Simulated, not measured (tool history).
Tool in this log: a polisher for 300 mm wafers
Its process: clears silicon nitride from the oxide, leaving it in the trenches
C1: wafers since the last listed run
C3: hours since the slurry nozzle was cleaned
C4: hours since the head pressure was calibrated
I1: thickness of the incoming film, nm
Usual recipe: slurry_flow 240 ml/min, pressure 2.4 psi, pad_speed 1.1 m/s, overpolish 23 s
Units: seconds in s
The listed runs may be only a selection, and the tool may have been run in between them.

run 1 hour=0 | slurry_flow=240 pressure=2.7 pad_speed=1.1 overpolish=23 | C1=0 wafers_polished_on_this_pad=275 C3=159.5 C4=846.6 | I1=69.8 | seconds=81.9
run 2 hour=16.8 | slurry_flow=240 pressure=2.7 pad_speed=1.1 overpolish=23 | C1=132 wafers_polished_on_this_pad=408 C3=176.3 C4=863.4 | I1=70.7 | seconds=82
run 3 hour=34.9 | slurry_flow=240 pressure=2.4 pad_speed=1.1 overpolish=23 | C1=142 wafers_polished_on_this_pad=551 C3=194.4 C4=881.5 | I1=70.6 | seconds=95.5
-- hour=53.9 worn pad replaced by a new one
run 4 hour=66.2 | slurry_flow=240 pressure=2.4 pad_speed=1.1 overpolish=23 | C1=215 wafers_polished_on_this_pad=97 C3=225.7 C4=912.8 | I1=69.9 | seconds=89.4
run 5 hour=82.2 | slurry_flow=290 pressure=2.4 pad_speed=1.1 overpolish=23 | C1=126 wafers_polished_on_this_pad=223 C3=241.7 C4=928.8 | I1=70.1 | seconds=87.2
-- hour=111.7 slurry nozzle cleaned
run 6 hour=112.7 | slurry_flow=240 pressure=2.4 pad_speed=1.1 overpolish=23 | C1=233 wafers_polished_on_this_pad=456 C3=1 C4=959.3 | I1=70 | seconds=92
-- hour=132.2 worn pad replaced by a new one
run 7 hour=133.3 | slurry_flow=290 pressure=2.4 pad_speed=1.32 overpolish=23 | C1=131 wafers_polished_on_this_pad=8 C3=21.6 C4=979.9 | I1=69.6 | seconds=70.4
run 8 hour=147.9 | slurry_flow=290 pressure=2.4 pad_speed=1.32 overpolish=23 | C1=115 wafers_polished_on_this_pad=124 C3=36.2 C4=994.5 | I1=71.5 | seconds=72.5
run 9 hour=179.2 | slurry_flow=240 pressure=2.4 pad_speed=1.1 overpolish=23 | C1=247 wafers_polished_on_this_pad=371 C3=67.5 C4=1025.8 | I1=71 | seconds=96
-- hour=204.4 worn pad replaced by a new one
run 10 hour=214 | slurry_flow=240 pressure=2.9 pad_speed=1.1 overpolish=23 | C1=243 wafers_polished_on_this_pad=76 C3=102.3 C4=1060.6 | I1=71.2 | seconds=73.9
run 11 hour=241.3 | slurry_flow=280 pressure=1.7 pad_speed=1.1 overpolish=23 | C1=215 wafers_polished_on_this_pad=291 C3=129.6 C4=1087.9 | I1=69.8 | seconds=120.4
run 12 hour=254.5 | slurry_flow=325 pressure=2.2 pad_speed=1.42 overpolish=36 | C1=104 wafers_polished_on_this_pad=395 C3=142.8 C4=1101.1 | I1=71.2 | seconds=79.6
-- hour=270.7 head pressure recalibrated
run 13 hour=271.2 | slurry_flow=160 pressure=2.1 pad_speed=0.96 overpolish=15 | C1=116 wafers_polished_on_this_pad=512 C3=159.5 C4=0.5 | I1=70.2 | seconds=127.4

Expected results for the next run?
-- hour=277.9 worn pad replaced by a new one
run 14 hour=305 | slurry_flow=240 pressure=2.4 pad_speed=1.1 overpolish=23 | C1=235 wafers_polished_on_this_pad=214 C3=193.3 C4=34.3 | I1=70 | seconds=?

seconds: 92.8 s
The same run, on a tool lacking any hidden state, would have yielded seconds 81.7 s.
